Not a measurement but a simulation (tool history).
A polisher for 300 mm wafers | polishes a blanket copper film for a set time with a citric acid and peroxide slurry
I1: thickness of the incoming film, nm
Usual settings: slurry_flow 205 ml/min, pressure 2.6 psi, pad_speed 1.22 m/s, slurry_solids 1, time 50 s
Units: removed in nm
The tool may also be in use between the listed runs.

{"run": 1, "day": 0.0, "slurry_flow": 205, "pressure": 2.6, "pad_speed": 1.22, "slurry_solids": 1, "time": 50, "I1": 1221.3, "removed": 132}
{"day": 0.4, "done": "slurry blender recalibrated"}
{"day": 1.196, "done": "worn pad replaced by a new one"}
{"run": 2, "day": 3.225, "slurry_flow": 205, "pressure": 2.6, "pad_speed": 1.22, "slurry_solids": 1, "time": 50, "I1": 1241.6, "removed": 129.7}
{"run": 3, "day": 7.208, "slurry_flow": 205, "pressure": 2.6, "pad_speed": 0.98, "slurry_solids": 1, "time": 50, "I1": 1231.7, "removed": 109.7}
{"day": 8.454, "done": "slurry nozzle cleaned"}
{"day": 11.146, "done": "slurry blender recalibrated"}
{"run": 4, "day": 11.404, "slurry_flow": 205, "pressure": 2.6, "pad_speed": 1.22, "slurry_solids": 1, "time": 50, "I1": 1252.3, "removed": 129.6}
{"run": 5, "day": 13.104, "slurry_flow": 205, "pressure": 2.6, "pad_speed": 1.22, "slurry_solids": 1, "time": 50, "I1": 1237, "removed": 132.4}
{"day": 13.321, "done": "worn pad replaced by a new one"}
{"run": 6, "day": 15.85, "slurry_flow": 205, "pressure": 3.1, "pad_speed": 1.22, "slurry_solids": 1, "time": 41, "I1": 1222.7, "removed": 122.8}
{"day": 18.867, "done": "slurry nozzle cleaned"}
{"run": 7, "day": 18.992, "slurry_flow": 205, "pressure": 3.1, "pad_speed": 1.22, "slurry_solids": 1, "time": 41, "I1": 1231.8, "removed": 120.9}
{"run": 8, "day": 21.1, "slurry_flow": 205, "pressure": 3.1, "pad_speed": 1.22, "slurry_solids": 1, "time": 41, "I1": 1234.8, "removed": 125.4}
{"run": 9, "day": 22.662, "slurry_flow": 205, "pressure": 2.6, "pad_speed": 1.22, "slurry_solids": 1, "time": 50, "I1": 1238.3, "removed": 133.2}
{"day": 23.946, "done": "worn pad replaced by a new one"}
{"day": 24.308, "done": "slurry blender recalibrated"}
{"run": 10, "day": 24.346, "slurry_flow": 205, "pressure": 2.6, "pad_speed": 1.22, "slurry_solids": 1, "time": 50, "I1": 1237.9, "removed": 136.9}
{"day": 25.242, "done": "head pressure recalibrated"}
{"run": 11, "day": 26.221, "slurry_flow": 205, "pressure": 2.6, "pad_speed": 1.22, "slurry_solids": 1, "time": 50, "I1": 1244.8, "removed": 124.2}
{"run": 12, "day": 30.662, "slurry_flow": 205, "pressure": 2.6, "pad_speed": 1.22, "slurry_solids": 1, "time": 50, "I1": 1223.5, "removed": 128.5}
{"day": 31.742, "done": "slurry nozzle cleaned"}
{"day": 34.771, "done": "slurry blender recalibrated"}
{"run": 13, "day": 35.075, "slurry_flow": 225, "pressure": 2.6, "pad_speed": 1.22, "slurry_solids": 1, "time": 50, "I1": 1249.9, "removed": 126.7}
{"day": 35.642, "done": "worn pad replaced by a new one"}
{"run": 14, "day": 39.008, "slurry_flow": 175, "pressure": 2.6, "pad_speed": 1.58, "slurry_solids": 1.3, "time": 45, "I1": 1233.5, "removed": 155.2}
{"run": 15, "day": 43.125, "slurry_flow": 245, "pressure": 2.6, "pad_speed": 1.48, "slurry_solids": 1, "time": 66, "I1": 1248.8, "removed": 206.9}
{"day": 44.662, "done": "slurry nozzle cleaned"}
{"run": 16, "day": 44.738, "slurry_flow": 205, "pressure": 3.3, "pad_speed": 1.22, "slurry_solids": 1, "time": 50, "I1": 1236.8, "removed": 152.4}
{"day": 46.183, "done": "worn pad replaced by a new one"}
{"run": 17, "day": 46.796, "slurry_flow": 205, "pressure": 3.2, "pad_speed": 1.4, "slurry_solids": 1.1, "time": 50, "I1": 1236.3, "removed": 177.9}
{"day": 47.167, "done": "slurry blender recalibrated"}
{"run": 18, "day": 49.225, "slurry_flow": 205, "pressure": 2.6, "pad_speed": 1.22, "slurry_solids": 1, "time": 50, "I1": 1222, "removed": 130}
{"run": 19, "day": 53.021, "slurry_flow": 205, "pressure": 2.6, "pad_speed": 1.22, "slurry_solids": 1.15, "time": 50, "I1": 1241.9, "removed": 134.1}
{"day": 57.417, "done": "slurry blender recalibrated"}
{"run": 20, "day": 57.438, "slurry_flow": 240, "pressure": 2.6, "pad_speed": 1.22, "slurry_solids": 1, "time": 55, "I1": 1236.1, "removed": 151.1}
{"day": 57.588, "done": "slurry nozzle cleaned"}
{"day": 59.108, "done": "worn pad replaced by a new one"}
{"run": 21, "day": 59.533, "slurry_flow": 205, "pressure": 2.6, "pad_speed": 1.08, "slurry_solids": 1.15, "time": 64, "I1": 1258.6, "removed": 162.2}

Forecast each of these 5 alternatives for the next run:
{"run": "A", "day": 59.55, "slurry_flow": 205, "pressure": 2.6, "pad_speed": 1.22, "slurry_solids": 1, "time": 50, "I1": 1226.5, "removed": "?"}
{"run": "B", "day": 59.55, "slurry_flow": 205, "pressure": 3.1, "pad_speed": 1.22, "slurry_solids": 1.2, "time": 67, "I1": 1226.5, "removed": "?"}
{"run": "C", "day": 59.55, "slurry_flow": 265, "pressure": 3.3, "pad_speed": 0.86, "slurry_solids": 1, "time": 50, "I1": 1226.5, "removed": "?"}
{"run": "D", "day": 59.55, "slurry_flow": 205, "pressure": 3.2, "pad_speed": 1.22, "slurry_solids": 1, "time": 50, "I1": 1226.5, "removed": "?"}
{"run": "E", "day": 59.55, "slurry_flow": 205, "pressure": 2.6, "pad_speed": 1.22, "slurry_solids": 1.15, "time": 62, "I1": 1226.5, "removed": "?"}

run=A removed=132.8
run=B removed=209.6
run=C removed=116.2
run=D removed=154.1
run=E removed=169.5
Without the tool's hidden state the same runs would have given:
run=A removed=126.5
run=B removed=199.7
run=C removed=110.8
run=D removed=146.9
run=E removed=161.5
